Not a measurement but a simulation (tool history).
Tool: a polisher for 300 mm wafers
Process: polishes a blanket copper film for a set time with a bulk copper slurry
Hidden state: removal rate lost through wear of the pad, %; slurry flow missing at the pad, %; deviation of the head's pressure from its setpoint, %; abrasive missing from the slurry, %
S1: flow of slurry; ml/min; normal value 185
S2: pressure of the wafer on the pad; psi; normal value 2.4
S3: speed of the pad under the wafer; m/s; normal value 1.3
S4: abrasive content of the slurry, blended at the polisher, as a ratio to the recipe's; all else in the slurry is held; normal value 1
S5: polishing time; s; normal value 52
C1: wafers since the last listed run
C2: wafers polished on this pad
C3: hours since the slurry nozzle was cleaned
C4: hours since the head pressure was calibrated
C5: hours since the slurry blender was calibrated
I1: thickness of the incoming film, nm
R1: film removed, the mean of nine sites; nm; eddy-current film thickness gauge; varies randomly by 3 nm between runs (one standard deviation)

{"run": 1, "hour": 0.0, "S1": 185, "S2": 2.4, "S3": 1.3, "S4": 1, "S5": 52, "C1": 0, "C2": 2019, "C3": 56.8, "C4": 511, "C5": 165.1, "I1": 2919.6, "R1": 470.7}
{"run": 2, "hour": 50.0, "S1": 185, "S2": 2.4, "S3": 1.3, "S4": 1, "S5": 52, "C1": 630, "C2": 2649, "C3": 106.8, "C4": 561, "C5": 215.1, "I1": 2838.2, "R1": 469.9}
{"run": 3, "hour": 156.7, "S1": 185, "S2": 2.4, "S3": 1.3, "S4": 1, "S5": 52, "C1": 1345, "C2": 3995, "C3": 213.5, "C4": 667.7, "C5": 321.8, "I1": 2842.6, "R1": 471.2}
{"run": 4, "hour": 212.3, "S1": 185, "S2": 2.4, "S3": 1.3, "S4": 1, "S5": 52, "C1": 701, "C2": 4697, "C3": 269.1, "C4": 723.3, "C5": 377.4, "I1": 2890.5, "R1": 467.9}
{"run": 5, "hour": 249.8, "S1": 185, "S2": 2.4, "S3": 1.3, "S4": 1, "S5": 52, "C1": 473, "C2": 5170, "C3": 306.6, "C4": 760.8, "C5": 414.9, "I1": 2840.3, "R1": 472.5}
{"run": 6, "hour": 293.7, "S1": 185, "S2": 2.4, "S3": 1.3, "S4": 1.15, "S5": 52, "C1": 553, "C2": 5723, "C3": 350.5, "C4": 804.7, "C5": 458.8, "I1": 2905.5, "R1": 483.6}
{"hour": 307.2, "done": "slurry blender recalibrated"}
{"run": 7, "hour": 408.0, "S1": 185, "S2": 2.4, "S3": 1.3, "S4": 1.15, "S5": 52, "C1": 1416, "C2": 7140, "C3": 464.8, "C4": 919, "C5": 100.8, "I1": 2834.2, "R1": 480.9}
{"hour": 419.4, "done": "slurry nozzle cleaned"}
{"hour": 440.6, "done": "worn pad replaced by a new one"}
{"hour": 461.5, "done": "head pressure recalibrated"}
{"run": 8, "hour": 471.0, "S1": 185, "S2": 2.4, "S3": 1.3, "S4": 1.15, "S5": 52, "C1": 706, "C2": 358, "C3": 51.6, "C4": 9.5, "C5": 163.8, "I1": 2857.9, "R1": 479.4}
{"run": 9, "hour": 560.1, "S1": 185, "S2": 2.4, "S3": 1.3, "S4": 1, "S5": 52, "C1": 1123, "C2": 1482, "C3": 140.7, "C4": 98.6, "C5": 252.9, "I1": 2908, "R1": 467.9}
{"run": 10, "hour": 625.9, "S1": 210, "S2": 2.4, "S3": 1.3, "S4": 1, "S5": 52, "C1": 829, "C2": 2312, "C3": 206.5, "C4": 164.4, "C5": 318.7, "I1": 2875.3, "R1": 475.3}
{"run": 11, "hour": 713.9, "S1": 210, "S2": 2.4, "S3": 1.3, "S4": 1, "S5": 52, "C1": 1109, "C2": 3422, "C3": 294.5, "C4": 252.4, "C5": 406.7, "I1": 2847.6, "R1": 479.8}
{"run": 12, "hour": 818.1, "S1": 225, "S2": 2.4, "S3": 1.3, "S4": 1, "S5": 42, "C1": 1314, "C2": 4736, "C3": 398.7, "C4": 356.6, "C5": 510.9, "I1": 2889.3, "R1": 386.9}
{"hour": 934.7, "done": "slurry nozzle cleaned"}
{"hour": 939.5, "done": "slurry blender recalibrated"}
{"run": 13, "hour": 961.2, "S1": 130, "S2": 2.8, "S3": 1.3, "S4": 1.15, "S5": 69, "C1": 1767, "C2": 6504, "C3": 26.5, "C4": 499.7, "C5": 21.7, "I1": 2866.7, "R1": 662.6}
{"hour": 992.8, "done": "worn pad replaced by a new one"}
{"run": 14, "hour": 1064.0, "S1": 185, "S2": 2.8, "S3": 1.72, "S4": 0.9, "S5": 46, "C1": 1246, "C2": 898, "C3": 129.3, "C4": 602.5, "C5": 124.5, "I1": 2836, "R1": 602.8}
{"run": 15, "hour": 1125.6, "S1": 185, "S2": 2.4, "S3": 1.68, "S4": 1, "S5": 58, "C1": 776, "C2": 1675, "C3": 190.9, "C4": 664.1, "C5": 186.1, "I1": 2835.7, "R1": 674}
{"run": 16, "hour": 1174.8, "S1": 130, "S2": 2.4, "S3": 1.3, "S4": 1, "S5": 52, "C1": 620, "C2": 2296, "C3": 240.1, "C4": 713.3, "C5": 235.3, "I1": 2855.8, "R1": 438}
{"run": 17, "hour": 1241.4, "S1": 145, "S2": 2.4, "S3": 1.3, "S4": 1, "S5": 52, "C1": 840, "C2": 3136, "C3": 306.7, "C4": 779.9, "C5": 301.9, "I1": 2848, "R1": 448.8}
{"run": 18, "hour": 1336.9, "S1": 185, "S2": 2.4, "S3": 1.3, "S4": 1, "S5": 52, "C1": 1204, "C2": 4340, "C3": 402.2, "C4": 875.4, "C5": 397.4, "I1": 2875, "R1": 470}
{"hour": 1421.9, "done": "slurry nozzle cleaned"}
{"run": 19, "hour": 1425.9, "S1": 185, "S2": 2.1, "S3": 1.3, "S4": 1, "S5": 52, "C1": 1109, "C2": 5450, "C3": 4, "C4": 964.4, "C5": 486.4, "I1": 2875.1, "R1": 430.9}
{"hour": 1468.1, "done": "worn pad replaced by a new one"}
{"hour": 1521.2, "done": "head pressure recalibrated"}
{"run": 20, "hour": 1521.7, "S1": 185, "S2": 2.4, "S3": 1.3, "S4": 1, "S5": 52, "C1": 1132, "C2": 650, "C3": 99.8, "C4": 0.5, "C5": 582.2, "I1": 2831.9, "R1": 475.9}
{"hour": 1538.6, "done": "slurry blender recalibrated"}
{"run": 21, "hour": 1568.2, "S1": 185, "S2": 2, "S3": 1.62, "S4": 0.75, "S5": 52, "C1": 561, "C2": 1212, "C3": 146.3, "C4": 47, "C5": 29.6, "I1": 2913.6, "R1": 494.6}
{"run": 22, "hour": 1670.1, "S1": 185, "S2": 2.4, "S3": 1.3, "S4": 1, "S5": 52, "C1": 1285, "C2": 2497, "C3": 248.2, "C4": 148.9, "C5": 131.5, "I1": 2877.6, "R1": 469.6}
{"run": 23, "hour": 1732.2, "S1": 185, "S2": 3, "S3": 1.3, "S4": 1.25, "S5": 52, "C1": 783, "C2": 3280, "C3": 310.3, "C4": 211, "C5": 193.6, "I1": 2913.6, "R1": 568.2}
{"run": 24, "hour": 1771.9, "S1": 185, "S2": 3, "S3": 1.3, "S4": 1, "S5": 52, "C1": 500, "C2": 3781, "C3": 350, "C4": 250.7, "C5": 233.3, "I1": 2807.6, "R1": 552.1}
{"run": 25, "hour": 1859.8, "S1": 185, "S2": 2.9, "S3": 1.3, "S4": 1.15, "S5": 52, "C1": 1108, "C2": 4890, "C3": 437.9, "C4": 338.6, "C5": 321.2, "I1": 2827.3, "R1": 549.8}
{"run": 26, "hour": 1937.8, "S1": 185, "S2": 2.4, "S3": 1.3, "S4": 1, "S5": 70, "C1": 983, "C2": 5874, "C3": 515.9, "C4": 416.6, "C5": 399.2, "I1": 2861.9, "R1": 636.4}
{"hour": 1970.5, "done": "slurry nozzle cleaned"}
{"hour": 2032.4, "done": "worn pad replaced by a new one"}
{"run": 27, "hour": 2037.4, "S1": 185, "S2": 2.4, "S3": 1.3, "S4": 1, "S5": 52, "C1": 1193, "C2": 62, "C3": 66.9, "C4": 516.2, "C5": 498.8, "I1": 2889.3, "R1": 473.6}
{"run": 28, "hour": 2117.1, "S1": 185, "S2": 2.4, "S3": 1.3, "S4": 1, "S5": 52, "C1": 1005, "C2": 1067, "C3": 146.6, "C4": 595.9, "C5": 578.5, "I1": 2811.8, "R1": 471.1}
{"hour": 2157.3, "done": "slurry blender recalibrated"}
{"run": 29, "hour": 2220.1, "S1": 185, "S2": 2.1, "S3": 1.3, "S4": 1, "S5": 60, "C1": 1273, "C2": 2341, "C3": 249.6, "C4": 698.9, "C5": 62.8, "I1": 2859.7, "R1": 494.6}

Take each entry between the runs: how does the hidden state at the last listed run before it differ from the hidden state at the first listed run after it?
Run 6 -> run 7: slurry blender recalibrated (hour 307.2)
  both runs share identical hidden conditions
Run 7 -> run 8: slurry nozzle cleaned (hour 419.4); worn pad replaced by a new one (hour 440.6); head pressure recalibrated (hour 461.5)
  both runs share identical hidden conditions
Run 12 -> run 13: slurry nozzle cleaned (hour 934.7); slurry blender recalibrated (hour 939.5)
  both runs share identical hidden conditions
Run 13 -> run 14: worn pad replaced by a new one (hour 992.8)
  both runs share identical hidden conditions
Run 18 -> run 19: slurry nozzle cleaned (hour 1421.9)
  both runs share identical hidden conditions
Run 19 -> run 20: worn pad replaced by a new one (hour 1468.1); head pressure recalibrated (hour 1521.2)
  both runs share identical hidden conditions
Run 20 -> run 21: slurry blender recalibrated (hour 1538.6)
  both runs share identical hidden conditions
Run 26 -> run 27: slurry nozzle cleaned (hour 1970.5); worn pad replaced by a new one (hour 2032.4)
  both runs share identical hidden conditions
Run 28 -> run 29: slurry blender recalibrated (hour 2157.3)
  both runs share identical hidden conditions
